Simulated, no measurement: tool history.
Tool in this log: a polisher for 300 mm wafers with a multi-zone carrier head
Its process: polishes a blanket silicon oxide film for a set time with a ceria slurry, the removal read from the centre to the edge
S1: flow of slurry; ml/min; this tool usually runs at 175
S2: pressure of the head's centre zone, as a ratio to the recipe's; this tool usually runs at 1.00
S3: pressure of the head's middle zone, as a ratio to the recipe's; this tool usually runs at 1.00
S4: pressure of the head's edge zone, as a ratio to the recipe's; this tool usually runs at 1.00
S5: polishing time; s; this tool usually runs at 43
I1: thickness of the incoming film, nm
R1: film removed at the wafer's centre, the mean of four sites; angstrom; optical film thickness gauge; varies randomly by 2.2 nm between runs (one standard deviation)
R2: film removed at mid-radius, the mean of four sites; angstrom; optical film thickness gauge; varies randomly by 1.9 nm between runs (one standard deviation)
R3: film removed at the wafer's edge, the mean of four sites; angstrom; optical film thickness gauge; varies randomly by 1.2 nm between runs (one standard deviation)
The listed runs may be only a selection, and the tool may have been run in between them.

{"run": 1, "hour": 0.0, "S1": 175, "S2": 1.05, "S3": 1.0, "S4": 1.0, "S5": 48, "I1": 1303.1, "R1": 2169, "R2": 2000, "R3": 2008}
{"hour": 5.8, "done": "edge zone pressure recalibrated"}
{"run": 2, "hour": 12.8, "S1": 125, "S2": 0.94, "S3": 0.92, "S4": 1.04, "S5": 43, "I1": 1298.2, "R1": 1594, "R2": 1514, "R3": 1745}
{"run": 3, "hour": 25.3, "S1": 230, "S2": 1.12, "S3": 1.0, "S4": 0.95, "S5": 56, "I1": 1293.2, "R1": 2830, "R2": 2413, "R3": 2343}
{"run": 4, "hour": 39.6, "S1": 210, "S2": 1.0, "S3": 0.9, "S4": 1.05, "S5": 43, "I1": 1307.5, "R1": 1839, "R2": 1684, "R3": 1846}
{"run": 5, "hour": 47.9, "S1": 175, "S2": 1.0, "S3": 1.0, "S4": 1.0, "S5": 43, "I1": 1288.4, "R1": 1795, "R2": 1740, "R3": 1771}
{"run": 6, "hour": 64.5, "S1": 215, "S2": 0.91, "S3": 1.12, "S4": 1.0, "S5": 30, "I1": 1302.3, "R1": 1212, "R2": 1393, "R3": 1261}
{"hour": 78.6, "done": "carrier head's membrane replaced by a new one"}
{"run": 7, "hour": 81.6, "S1": 175, "S2": 1.0, "S3": 1.0, "S4": 1.0, "S5": 43, "I1": 1304.4, "R1": 1772, "R2": 1771, "R3": 1764}
{"run": 8, "hour": 96.2, "S1": 175, "S2": 1.0, "S3": 1.0, "S4": 1.0, "S5": 43, "I1": 1302.8, "R1": 1744, "R2": 1727, "R3": 1751}
{"hour": 102.0, "done": "worn pad replaced by a new one"}
{"run": 9, "hour": 111.8, "S1": 175, "S2": 1.0, "S3": 1.0, "S4": 1.0, "S5": 43, "I1": 1325.8, "R1": 1760, "R2": 1715, "R3": 1777}
{"run": 10, "hour": 128.2, "S1": 175, "S2": 1.0, "S3": 0.93, "S4": 1.0, "S5": 43, "I1": 1306.1, "R1": 1743, "R2": 1595, "R3": 1727}
{"run": 11, "hour": 164.7, "S1": 175, "S2": 1.0, "S3": 1.11, "S4": 1.0, "S5": 43, "I1": 1308.0, "R1": 1736, "R2": 1826, "R3": 1713}
{"run": 12, "hour": 181.3, "S1": 175, "S2": 1.0, "S3": 1.0, "S4": 1.0, "S5": 58, "I1": 1285.7, "R1": 2314, "R2": 2291, "R3": 2314}
{"run": 13, "hour": 194.0, "S1": 175, "S2": 1.0, "S3": 1.0, "S4": 1.0, "S5": 43, "I1": 1296.5, "R1": 1721, "R2": 1657, "R3": 1715}
{"run": 14, "hour": 209.9, "S1": 175, "S2": 1.11, "S3": 1.0, "S4": 1.09, "S5": 43, "I1": 1297.7, "R1": 1893, "R2": 1686, "R3": 1801}
{"hour": 227.6, "done": "worn pad replaced by a new one"}
{"run": 15, "hour": 228.1, "S1": 220, "S2": 0.92, "S3": 1.0, "S4": 1.0, "S5": 43, "I1": 1326.1, "R1": 1663, "R2": 1727, "R3": 1768}
{"run": 16, "hour": 232.1, "S1": 120, "S2": 1.1, "S3": 1.1, "S4": 1.0, "S5": 34, "I1": 1305.8, "R1": 1291, "R2": 1263, "R3": 1246}
{"run": 17, "hour": 238.7, "S1": 175, "S2": 1.0, "S3": 1.0, "S4": 1.0, "S5": 43, "I1": 1281.6, "R1": 1718, "R2": 1688, "R3": 1689}
{"run": 18, "hour": 244.7, "S1": 175, "S2": 1.0, "S3": 1.0, "S4": 1.0, "S5": 43, "I1": 1304.6, "R1": 1667, "R2": 1686, "R3": 1707}
{"run": 19, "hour": 252.0, "S1": 195, "S2": 1.0, "S3": 1.0, "S4": 1.09, "S5": 43, "I1": 1323.5, "R1": 1758, "R2": 1712, "R3": 1798}
{"run": 20, "hour": 260.2, "S1": 150, "S2": 1.0, "S3": 1.11, "S4": 1.08, "S5": 32, "I1": 1277.0, "R1": 1234, "R2": 1301, "R3": 1275}
{"run": 21, "hour": 270.3, "S1": 135, "S2": 1.0, "S3": 0.95, "S4": 1.0, "S5": 43, "I1": 1302.9, "R1": 1540, "R2": 1458, "R3": 1623}
{"run": 22, "hour": 282.3, "S1": 175, "S2": 1.0, "S3": 1.0, "S4": 1.0, "S5": 43, "I1": 1282.9, "R1": 1711, "R2": 1644, "R3": 1713}

Consider 4 possible next runs. They are alternatives, not a sequence: every one starts from the tool as it was left by run 22. What does each give?
{"run": "A", "hour": 282.7, "S1": 175, "S2": 1.0, "S3": 1.0, "S4": 1.0, "S5": 43, "I1": 1292.2, "R1": "?", "R2": "?", "R3": "?"}
{"run": "B", "hour": 282.7, "S1": 155, "S2": 1.0, "S3": 0.91, "S4": 1.0, "S5": 43, "I1": 1292.2, "R1": "?", "R2": "?", "R3": "?"}
{"run": "C", "hour": 282.7, "S1": 205, "S2": 1.0, "S3": 1.0, "S4": 1.06, "S5": 43, "I1": 1292.2, "R1": "?", "R2": "?", "R3": "?"}
{"run": "D", "hour": 282.7, "S1": 200, "S2": 0.92, "S3": 1.0, "S4": 0.95, "S5": 53, "I1": 1292.2, "R1": "?", "R2": "?", "R3": "?"}

run=A R1=1683 R2=1667 R3=1682
run=B R1=1615 R2=1493 R3=1644
run=C R1=1760 R2=1733 R3=1779
run=D R1=1982 R2=2126 R3=2071
Take away the tool's hidden state, keep each run's random variation, and the runs would have read:
run=A R1=1856 R2=1817 R3=1788
run=B R1=1807 R2=1646 R3=1760
run=C R1=1911 R2=1864 R3=1875
run=D R1=2157 R2=2291 R3=2186
